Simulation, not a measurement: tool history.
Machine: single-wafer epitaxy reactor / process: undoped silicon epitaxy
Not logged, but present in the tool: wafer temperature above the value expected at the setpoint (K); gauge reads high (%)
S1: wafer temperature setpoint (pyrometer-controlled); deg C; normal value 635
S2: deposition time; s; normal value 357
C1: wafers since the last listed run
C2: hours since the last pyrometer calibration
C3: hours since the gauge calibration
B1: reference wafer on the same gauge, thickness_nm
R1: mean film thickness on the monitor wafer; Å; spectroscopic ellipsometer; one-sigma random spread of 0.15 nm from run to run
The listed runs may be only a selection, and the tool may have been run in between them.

{"run": 1, "day": 0.0, "S1": 635, "S2": 357, "C1": 0, "C2": 2066.7, "C3": 33.6, "B1": 50.804, "R1": 372.15}
{"run": 2, "day": 0.525, "S1": 635, "S2": 357, "C1": 47, "C2": 2079.3, "C3": 46.2, "B1": 50.842, "R1": 375.5}
{"run": 3, "day": 0.921, "S1": 635, "S2": 357, "C1": 36, "C2": 2088.8, "C3": 55.7, "B1": 50.824, "R1": 372.53}
{"run": 4, "day": 1.546, "S1": 635, "S2": 357, "C1": 57, "C2": 2103.8, "C3": 70.7, "B1": 50.819, "R1": 373.51}
{"run": 5, "day": 1.983, "S1": 635, "S2": 357, "C1": 39, "C2": 2114.3, "C3": 81.2, "B1": 50.811, "R1": 373.94}
{"run": 6, "day": 2.479, "S1": 635, "S2": 357, "C1": 45, "C2": 2126.2, "C3": 93.1, "B1": 50.797, "R1": 373.27}
{"run": 7, "day": 3.058, "S1": 635, "S2": 389, "C1": 52, "C2": 2140.1, "C3": 107.0, "B1": 50.807, "R1": 409.69}
{"run": 8, "day": 3.483, "S1": 635, "S2": 389, "C1": 38, "C2": 2150.3, "C3": 117.2, "B1": 50.792, "R1": 408.14}
{"day": 4.338, "done": "pyrometer calibrated"}
{"run": 9, "day": 4.358, "S1": 623, "S2": 357, "C1": 49, "C2": 0.5, "C3": 138.2, "B1": 50.808, "R1": 319.07}
{"run": 10, "day": 4.8, "S1": 635, "S2": 357, "C1": 40, "C2": 11.1, "C3": 148.8, "B1": 50.807, "R1": 430.21}
{"run": 11, "day": 5.142, "S1": 630, "S2": 357, "C1": 31, "C2": 19.3, "C3": 157.0, "B1": 50.792, "R1": 377.44}
{"run": 12, "day": 5.825, "S1": 635, "S2": 357, "C1": 62, "C2": 35.7, "C3": 173.4, "B1": 50.798, "R1": 427.1}
{"run": 13, "day": 6.454, "S1": 635, "S2": 399, "C1": 57, "C2": 50.8, "C3": 188.5, "B1": 50.793, "R1": 477.92}
{"run": 14, "day": 6.871, "S1": 635, "S2": 357, "C1": 38, "C2": 60.8, "C3": 198.5, "B1": 50.804, "R1": 424.6}
{"run": 15, "day": 7.504, "S1": 635, "S2": 381, "C1": 57, "C2": 76.0, "C3": 213.7, "B1": 50.818, "R1": 454.81}
{"day": 7.579, "done": "gauge calibrated"}
{"run": 16, "day": 8.0, "S1": 631, "S2": 423, "C1": 45, "C2": 87.9, "C3": 10.1, "B1": 50.808, "R1": 454.1}
{"run": 17, "day": 8.512, "S1": 635, "S2": 381, "C1": 46, "C2": 100.2, "C3": 22.4, "B1": 50.795, "R1": 451.1}
{"run": 18, "day": 10.3, "S1": 635, "S2": 335, "C1": 163, "C2": 143.1, "C3": 65.3, "B1": 50.854, "R1": 392.01}
{"run": 19, "day": 10.971, "S1": 641, "S2": 357, "C1": 61, "C2": 159.2, "C3": 81.4, "B1": 50.82, "R1": 486.26}
{"run": 20, "day": 11.488, "S1": 635, "S2": 357, "C1": 47, "C2": 171.6, "C3": 93.8, "B1": 50.84, "R1": 415.67}

Predict each of these 3 candidate next runs independently; none follows another, all start after run 20:
{"run": "A", "day": 11.508, "S1": 635, "S2": 357, "C1": 1, "C2": 172.1, "C3": 94.3, "B1": "?", "R1": "?"}
{"run": "B", "day": 11.508, "S1": 647, "S2": 357, "C1": 1, "C2": 172.1, "C3": 94.3, "B1": "?", "R1": "?"}
{"run": "C", "day": 11.508, "S1": 629, "S2": 357, "C1": 1, "C2": 172.1, "C3": 94.3, "B1": "?", "R1": "?"}

run=A B1=50.819 R1=416.76
run=B B1=50.819 R1=557.11
run=C B1=50.819 R1=359.32
With the hidden condition removed and each run's random variation left untouched, the same runs would have given:
run=A R1=436.13
run=B R1=582.27
run=C R1=376.27
